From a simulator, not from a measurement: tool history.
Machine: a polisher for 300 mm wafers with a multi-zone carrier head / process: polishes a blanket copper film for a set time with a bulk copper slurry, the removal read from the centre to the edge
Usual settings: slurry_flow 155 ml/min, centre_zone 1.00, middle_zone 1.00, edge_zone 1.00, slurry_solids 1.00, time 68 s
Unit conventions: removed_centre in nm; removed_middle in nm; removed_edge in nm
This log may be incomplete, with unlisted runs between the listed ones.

| run | hour | slurry_flow | centre_zone | middle_zone | edge_zone | slurry_solids | time | incoming thickness of the incoming film, nm | removed_centre | removed_middle | removed_edge |
|---|---|---|---|---|---|---|---|---|---|---|---|
| 1 | 0.0 | 155 | 1.00 | 1.00 | 1.00 | 1.25 | 90 | 4379.7 | 552.1 | 535.9 | 540.5 |
| 2 | 31.6 | 155 | 1.00 | 1.00 | 1.00 | 1.00 | 68 | 4410.9 | 391.4 | 373.5 | 391.7 |
| 3 | 100.2 | 155 | 1.00 | 1.00 | 1.08 | 1.00 | 68 | 4417.1 | 377.9 | 370.8 | 395.6 |
| 4 | 133.1 | 155 | 0.88 | 1.00 | 1.08 | 1.00 | 68 | 4503.7 | 332.0 | 364.1 | 395.2 |
|  | 171.7 | worn pad replaced by a new one |
| 5 | 200.0 | 155 | 1.00 | 1.00 | 1.00 | 1.00 | 68 | 4418.5 | 402.1 | 387.5 | 411.6 |
|  | 221.7 | slurry nozzle cleaned |
| 6 | 229.3 | 205 | 0.89 | 1.00 | 0.91 | 1.00 | 68 | 4538.2 | 394.6 | 436.3 | 424.2 |
| 7 | 263.7 | 100 | 1.00 | 1.00 | 1.00 | 1.00 | 60 | 4432.9 | 321.7 | 323.4 | 336.4 |
| 8 | 303.9 | 155 | 1.00 | 1.05 | 1.00 | 1.00 | 84 | 4419.8 | 496.9 | 529.4 | 494.7 |
|  | 406.4 | carrier head's membrane replaced by a new one |
|  | 443.5 | edge zone pressure recalibrated |
| 9 | 462.3 | 155 | 1.00 | 1.00 | 0.92 | 1.00 | 68 | 4543.8 | 392.9 | 383.4 | 376.3 |
| 10 | 497.7 | 120 | 1.04 | 1.00 | 0.91 | 1.00 | 68 | 4378.4 | 378.3 | 358.2 | 357.5 |
| 11 | 563.5 | 155 | 1.00 | 1.00 | 0.93 | 1.10 | 68 | 4462.2 | 396.9 | 385.7 | 379.5 |
|  | 575.8 | worn pad replaced by a new one |
| 12 | 588.9 | 155 | 1.00 | 1.00 | 1.00 | 0.75 | 76 | 4451.5 | 463.4 | 450.3 | 461.1 |
|  | 615.7 | centre zone pressure recalibrated |
| 13 | 618.8 | 175 | 1.00 | 1.00 | 1.00 | 1.00 | 45 | 4399.7 | 292.7 | 282.8 | 286.6 |
| 14 | 674.2 | 155 | 1.00 | 0.96 | 1.00 | 1.10 | 58 | 4388.2 | 353.1 | 335.1 | 357.1 |
| 15 | 706.8 | 155 | 1.00 | 1.00 | 1.00 | 1.00 | 68 | 4518.6 | 395.9 | 385.6 | 391.9 |
| 16 | 749.0 | 155 | 0.95 | 1.00 | 1.00 | 1.30 | 68 | 4504.0 | 393.4 | 399.8 | 408.3 |
| 17 | 924.0 | 155 | 1.00 | 1.00 | 1.00 | 1.00 | 81 | 4510.5 | 414.2 | 416.0 | 434.4 |
|  | 931.5 | slurry nozzle cleaned |
|  | 956.8 | worn pad replaced by a new one |
|  | 976.2 | carrier head's membrane replaced by a new one |
| 18 | 992.6 | 155 | 1.00 | 1.00 | 1.00 | 1.00 | 68 | 4500.7 | 438.3 | 424.2 | 429.8 |
| 19 | 1055.3 | 190 | 1.00 | 1.00 | 1.00 | 0.85 | 80 | 4520.3 | 492.5 | 479.6 | 488.1 |
| 20 | 1087.4 | 155 | 1.11 | 0.95 | 1.12 | 1.00 | 68 | 4396.7 | 448.1 | 383.6 | 423.4 |
| 21 | 1148.6 | 200 | 1.05 | 1.00 | 1.00 | 1.00 | 68 | 4450.7 | 431.5 | 410.2 | 410.4 |

Some steps in removed_centre, run to run, broken into two amounts with sign: the step expected even without the hidden condition (settings, incoming material, random variation), and the rest, left for the hidden condition together with whatever gauge scatter is not in both the measured and the hidden-condition-free result:
Hidden conditions of the tool in this case: removal rate lost through wear of the pad, %; slurry flow missing at the pad, %; deviation of the centre zone's pressure from its setpoint, %; deviation of the edge zone's pressure from its setpoint, %.
Run 7 -> 8: slurry_flow 100 -> 155, middle_zone 1.00 -> 1.05, time 60 -> 84. removed_centre +175.2 nm: hidden state -24.3, all else +199.5.
Run 12 -> 13: slurry_flow 155 -> 175, slurry_solids 0.75 -> 1.00, time 76 -> 45, centre zone pressure recalibrated. removed_centre -170.7 nm: hidden state +0.9, all else -171.6.
Run 16 -> 17: centre_zone 0.95 -> 1.00, slurry_solids 1.30 -> 1.00, time 68 -> 81. removed_centre +20.8 nm: hidden state -50.7, all else +71.5.
Run 17 -> 18: time 81 -> 68, slurry nozzle cleaned, worn pad replaced by a new one, carrier head's membrane replaced by a new one. removed_centre +24.1 nm: hidden state +94.5, all else -70.4.
